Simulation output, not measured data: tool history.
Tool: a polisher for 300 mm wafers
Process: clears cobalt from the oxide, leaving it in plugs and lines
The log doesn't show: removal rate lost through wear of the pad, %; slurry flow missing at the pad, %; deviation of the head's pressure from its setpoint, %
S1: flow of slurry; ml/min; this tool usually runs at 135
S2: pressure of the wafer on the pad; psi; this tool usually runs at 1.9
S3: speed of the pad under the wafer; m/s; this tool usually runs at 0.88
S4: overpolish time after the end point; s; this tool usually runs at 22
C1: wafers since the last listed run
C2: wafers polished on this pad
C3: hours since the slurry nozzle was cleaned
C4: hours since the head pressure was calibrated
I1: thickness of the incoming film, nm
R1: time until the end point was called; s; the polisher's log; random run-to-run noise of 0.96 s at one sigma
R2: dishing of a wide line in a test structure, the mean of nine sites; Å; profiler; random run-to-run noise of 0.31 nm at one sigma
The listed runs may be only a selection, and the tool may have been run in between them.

{"run": 1, "hour": 0.0, "S1": 135, "S2": 2.2, "S3": 0.88, "S4": 22, "C1": 0, "C2": 184, "C3": 357.5, "C4": 346.4, "I1": 257.6, "R1": 50.7, "R2": 291}
{"run": 2, "hour": 80.2, "S1": 135, "S2": 2.2, "S3": 0.88, "S4": 22, "C1": 456, "C2": 641, "C3": 437.7, "C4": 426.6, "I1": 260, "R1": 52.4, "R2": 294}
{"run": 3, "hour": 117.9, "S1": 120, "S2": 1.9, "S3": 0.88, "S4": 13, "C1": 214, "C2": 855, "C3": 475.4, "C4": 464.3, "I1": 257.7, "R1": 59.8, "R2": 240}
{"run": 4, "hour": 137.2, "S1": 120, "S2": 1.9, "S3": 0.88, "S4": 13, "C1": 109, "C2": 965, "C3": 494.7, "C4": 483.6, "I1": 261.6, "R1": 60.8, "R2": 241}
{"run": 5, "hour": 172.9, "S1": 120, "S2": 1.9, "S3": 0.88, "S4": 13, "C1": 203, "C2": 1168, "C3": 530.4, "C4": 519.3, "I1": 262.6, "R1": 61.5, "R2": 239}
{"hour": 185.1, "done": "worn pad replaced by a new one"}
{"run": 6, "hour": 186.6, "S1": 135, "S2": 1.9, "S3": 0.88, "S4": 25, "C1": 55, "C2": 8, "C3": 544.1, "C4": 533, "I1": 260.7, "R1": 58.6, "R2": 288}
{"run": 7, "hour": 221.8, "S1": 135, "S2": 1.9, "S3": 0.88, "S4": 22, "C1": 200, "C2": 208, "C3": 579.3, "C4": 568.2, "I1": 263.5, "R1": 58.3, "R2": 281}
{"run": 8, "hour": 241.2, "S1": 135, "S2": 1.7, "S3": 0.88, "S4": 22, "C1": 110, "C2": 319, "C3": 598.7, "C4": 587.6, "I1": 260.5, "R1": 61.9, "R2": 278}
{"hour": 261.0, "done": "head pressure recalibrated"}
{"run": 9, "hour": 273.0, "S1": 135, "S2": 1.7, "S3": 0.88, "S4": 22, "C1": 169, "C2": 488, "C3": 630.5, "C4": 12, "I1": 258.3, "R1": 58.8, "R2": 280}
{"run": 10, "hour": 294.8, "S1": 135, "S2": 2.1, "S3": 0.88, "S4": 32, "C1": 124, "C2": 612, "C3": 652.3, "C4": 33.8, "I1": 255.2, "R1": 51.1, "R2": 295}
{"run": 11, "hour": 357.1, "S1": 90, "S2": 2.4, "S3": 0.74, "S4": 27, "C1": 354, "C2": 967, "C3": 714.6, "C4": 96.1, "I1": 260.4, "R1": 64.6, "R2": 289}
{"hour": 369.8, "done": "slurry nozzle cleaned"}
{"run": 12, "hour": 379.8, "S1": 145, "S2": 2.4, "S3": 0.88, "S4": 22, "C1": 123, "C2": 1091, "C3": 10, "C4": 118.8, "I1": 259.1, "R1": 45.9, "R2": 297}
{"run": 13, "hour": 401.7, "S1": 135, "S2": 1.9, "S3": 0.74, "S4": 22, "C1": 124, "C2": 1215, "C3": 31.9, "C4": 140.7, "I1": 256.7, "R1": 65.3, "R2": 277}
{"run": 14, "hour": 433.5, "S1": 135, "S2": 2.5, "S3": 1.02, "S4": 11, "C1": 181, "C2": 1396, "C3": 63.7, "C4": 172.5, "I1": 262.1, "R1": 39.3, "R2": 264}
{"hour": 447.4, "done": "worn pad replaced by a new one"}
{"run": 15, "hour": 447.9, "S1": 175, "S2": 1.9, "S3": 0.88, "S4": 30, "C1": 59, "C2": 2, "C3": 78.1, "C4": 186.9, "I1": 258.2, "R1": 54.1, "R2": 299}
{"run": 16, "hour": 468.2, "S1": 135, "S2": 1.9, "S3": 0.88, "S4": 22, "C1": 115, "C2": 118, "C3": 98.4, "C4": 207.2, "I1": 265, "R1": 59.4, "R2": 283}
{"run": 17, "hour": 487.1, "S1": 135, "S2": 1.9, "S3": 0.72, "S4": 14, "C1": 107, "C2": 225, "C3": 117.3, "C4": 226.1, "I1": 265.4, "R1": 67.5, "R2": 236}
{"run": 18, "hour": 509.0, "S1": 135, "S2": 2.1, "S3": 0.88, "S4": 14, "C1": 124, "C2": 350, "C3": 139.2, "C4": 248, "I1": 264.3, "R1": 52.5, "R2": 260}
{"run": 19, "hour": 532.6, "S1": 170, "S2": 2.6, "S3": 0.66, "S4": 33, "C1": 134, "C2": 484, "C3": 162.8, "C4": 271.6, "I1": 262.2, "R1": 59.3, "R2": 299}
{"run": 20, "hour": 547.8, "S1": 135, "S2": 1.9, "S3": 0.88, "S4": 22, "C1": 86, "C2": 571, "C3": 178, "C4": 286.8, "I1": 264.8, "R1": 56.5, "R2": 287}

For each run, the measured value with the value that run would have given without the tool's hidden condition subtracted. The run-to-run variation is shared by both, the gauge scatter possibly not:
run=1 R1=+2.4 R2=-1
run=2 R1=+3.1 R2=-2
run=3 R1=+3.8 R2=-6
run=4 R1=+4 R2=-6
run=5 R1=+4.4 R2=-7
run=6 R1=+4.4 R2=-2
run=7 R1=+4.6 R2=-4
run=8 R1=+5 R2=-4
run=9 R1=+0.4 R2=-1
run=10 R1=+0.5 R2=+0
run=11 R1=+1.3 R2=+0
run=12 R1=+1 R2=+0
run=13 R1=+1.6 R2=-2
run=14 R1=+1.2 R2=-3
run=15 R1=+1.7 R2=+0
run=16 R1=+2.1 R2=-1
run=17 R1=+2.5 R2=-4
run=18 R1=+2.1 R2=-3
run=19 R1=+2.5 R2=-1
run=20 R1=+2.6 R2=-2
